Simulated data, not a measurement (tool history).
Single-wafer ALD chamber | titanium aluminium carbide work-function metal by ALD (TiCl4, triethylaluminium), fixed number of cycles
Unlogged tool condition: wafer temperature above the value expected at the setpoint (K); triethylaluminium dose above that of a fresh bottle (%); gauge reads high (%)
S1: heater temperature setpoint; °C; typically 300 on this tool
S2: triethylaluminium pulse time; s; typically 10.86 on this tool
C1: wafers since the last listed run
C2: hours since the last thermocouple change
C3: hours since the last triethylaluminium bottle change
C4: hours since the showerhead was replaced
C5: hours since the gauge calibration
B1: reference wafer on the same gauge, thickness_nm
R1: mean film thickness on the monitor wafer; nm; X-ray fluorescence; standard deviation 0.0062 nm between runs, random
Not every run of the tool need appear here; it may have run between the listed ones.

run 1 day=0.000 | S1=300 S2=10.86 | C1=0 C2=2099.6 C3=481.9 C4=2863.9 C5=540.9 | B1=2.117 | R1=2.198
run 2 day=0.846 | S1=300 S2=10.86 | C1=283 C2=2119.9 C3=502.2 C4=2884.2 C5=561.2 | B1=2.119 | R1=2.206
-- day=1.596 triethylaluminium bottle replaced
run 3 day=1.829 | S1=300 S2=11.80 | C1=217 C2=2143.5 C3=5.6 C4=2907.8 C5=584.8 | B1=2.121 | R1=2.224
run 4 day=2.508 | S1=300 S2=11.80 | C1=227 C2=2159.8 C3=21.9 C4=2924.1 C5=601.1 | B1=2.122 | R1=2.233
run 5 day=3.192 | S1=300 S2=11.80 | C1=228 C2=2176.2 C3=38.3 C4=2940.5 C5=617.5 | B1=2.120 | R1=2.232
run 6 day=3.958 | S1=300 S2=10.86 | C1=256 C2=2194.6 C3=56.7 C4=2958.9 C5=635.9 | B1=2.119 | R1=2.220
run 7 day=4.721 | S1=300 S2=10.86 | C1=255 C2=2212.9 C3=75.0 C4=2977.2 C5=654.2 | B1=2.122 | R1=2.214
-- day=5.821 thermocouple changed; heater temperature recalibrated
run 8 day=5.958 | S1=300 S2=12.07 | C1=302 C2=3.3 C3=104.7 C4=3006.9 C5=683.9 | B1=2.122 | R1=2.160
run 9 day=6.604 | S1=300 S2=12.07 | C1=216 C2=18.8 C3=120.2 C4=3022.4 C5=699.4 | B1=2.117 | R1=2.149
run 10 day=7.692 | S1=300 S2=12.07 | C1=363 C2=44.9 C3=146.3 C4=3048.5 C5=725.5 | B1=2.120 | R1=2.164
run 11 day=8.871 | S1=300 S2=10.86 | C1=394 C2=73.2 C3=174.6 C4=3076.8 C5=753.8 | B1=2.119 | R1=2.142
run 12 day=11.029 | S1=300 S2=10.86 | C1=722 C2=125.0 C3=226.4 C4=3128.6 C5=805.6 | B1=2.122 | R1=2.137
-- day=11.412 showerhead replaced
run 13 day=11.954 | S1=285 S2=8.01 | C1=197 C2=147.2 C3=248.6 C4=13.0 C5=827.8 | B1=2.121 | R1=1.908
run 14 day=12.550 | S1=286 S2=10.86 | C1=199 C2=161.5 C3=262.9 C4=27.3 C5=842.1 | B1=2.124 | R1=1.991
run 15 day=13.429 | S1=306 S2=10.86 | C1=294 C2=182.6 C3=284.0 C4=48.4 C5=863.2 | B1=2.120 | R1=2.194
run 16 day=14.496 | S1=294 S2=14.30 | C1=356 C2=208.2 C3=309.6 C4=74.0 C5=888.8 | B1=2.118 | R1=2.107
run 17 day=15.833 | S1=296 S2=13.01 | C1=447 C2=240.3 C3=341.7 C4=106.1 C5=920.9 | B1=2.124 | R1=2.125
run 18 day=16.900 | S1=300 S2=10.86 | C1=356 C2=265.9 C3=367.3 C4=131.7 C5=946.5 | B1=2.118 | R1=2.136
run 19 day=18.083 | S1=312 S2=14.78 | C1=395 C2=294.3 C3=395.7 C4=160.1 C5=974.9 | B1=2.119 | R1=2.305
run 20 day=19.392 | S1=309 S2=13.48 | C1=437 C2=325.7 C3=427.1 C4=191.5 C5=1006.3 | B1=2.120 | R1=2.264
run 21 day=20.358 | S1=300 S2=10.86 | C1=323 C2=348.9 C3=450.3 C4=214.7 C5=1029.5 | B1=2.121 | R1=2.132
run 22 day=21.642 | S1=300 S2=10.86 | C1=429 C2=379.7 C3=481.1 C4=245.5 C5=1060.3 | B1=2.118 | R1=2.132
-- day=22.329 triethylaluminium bottle replaced
run 23 day=22.946 | S1=300 S2=10.86 | C1=324 C2=411.0 C3=14.8 C4=276.8 C5=1091.6 | B1=2.122 | R1=2.147
-- day=22.971 gauge calibrated
run 24 day=23.817 | S1=295 S2=7.32 | C1=291 C2=431.9 C3=35.7 C4=297.7 C5=20.3 | B1=2.123 | R1=1.990
run 25 day=24.446 | S1=291 S2=13.12 | C1=210 C2=447.0 C3=50.8 C4=312.8 C5=35.4 | B1=2.120 | R1=2.080
run 26 day=25.283 | S1=291 S2=7.59 | C1=280 C2=467.1 C3=70.9 C4=332.9 C5=55.5 | B1=2.119 | R1=1.966
run 27 day=26.388 | S1=286 S2=12.63 | C1=369 C2=493.6 C3=97.4 C4=359.4 C5=82.0 | B1=2.119 | R1=2.027
run 28 day=27.158 | S1=300 S2=10.86 | C1=257 C2=512.1 C3=115.9 C4=377.9 C5=100.5 | B1=2.118 | R1=2.163
run 29 day=28.608 | S1=300 S2=10.86 | C1=485 C2=546.9 C3=150.7 C4=412.7 C5=135.3 | B1=2.118 | R1=2.157
run 30 day=30.338 | S1=300 S2=10.86 | C1=578 C2=588.4 C3=192.2 C4=454.2 C5=176.8 | B1=2.120 | R1=2.150
run 31 day=31.367 | S1=309 S2=7.61 | C1=344 C2=613.1 C3=216.9 C4=478.9 C5=201.5 | B1=2.121 | R1=2.148
run 32 day=32.196 | S1=300 S2=10.86 | C1=277 C2=633.0 C3=236.8 C4=498.8 C5=221.4 | B1=2.117 | R1=2.153
run 33 day=33.692 | S1=306 S2=14.11 | C1=500 C2=668.9 C3=272.7 C4=534.7 C5=257.3 | B1=2.121 | R1=2.248

Consider 4 possible next runs. They are alternatives, not a sequence: every one starts from the tool as it was left by run 33. What does each give?
run A day=33.708 | S1=300 S2=10.86 | C1=5 C2=669.3 C3=273.1 C4=535.1 C5=257.7 | B1=? | R1=?
run B day=33.708 | S1=288 S2=10.86 | C1=5 C2=669.3 C3=273.1 C4=535.1 C5=257.7 | B1=? | R1=?
run C day=33.708 | S1=309 S2=6.69 | C1=5 C2=669.3 C3=273.1 C4=535.1 C5=257.7 | B1=? | R1=?
run D day=33.708 | S1=296 S2=14.45 | C1=5 C2=669.3 C3=273.1 C4=535.1 C5=257.7 | B1=? | R1=?

run=A B1=2.116 R1=2.141
run=B B1=2.116 R1=2.015
run=C B1=2.116 R1=2.084
run=D B1=2.116 R1=2.138
Had the tool no hidden state, the same runs would have come out as:
run=A R1=2.132
run=B R1=2.006
run=C R1=2.089
run=D R1=2.124
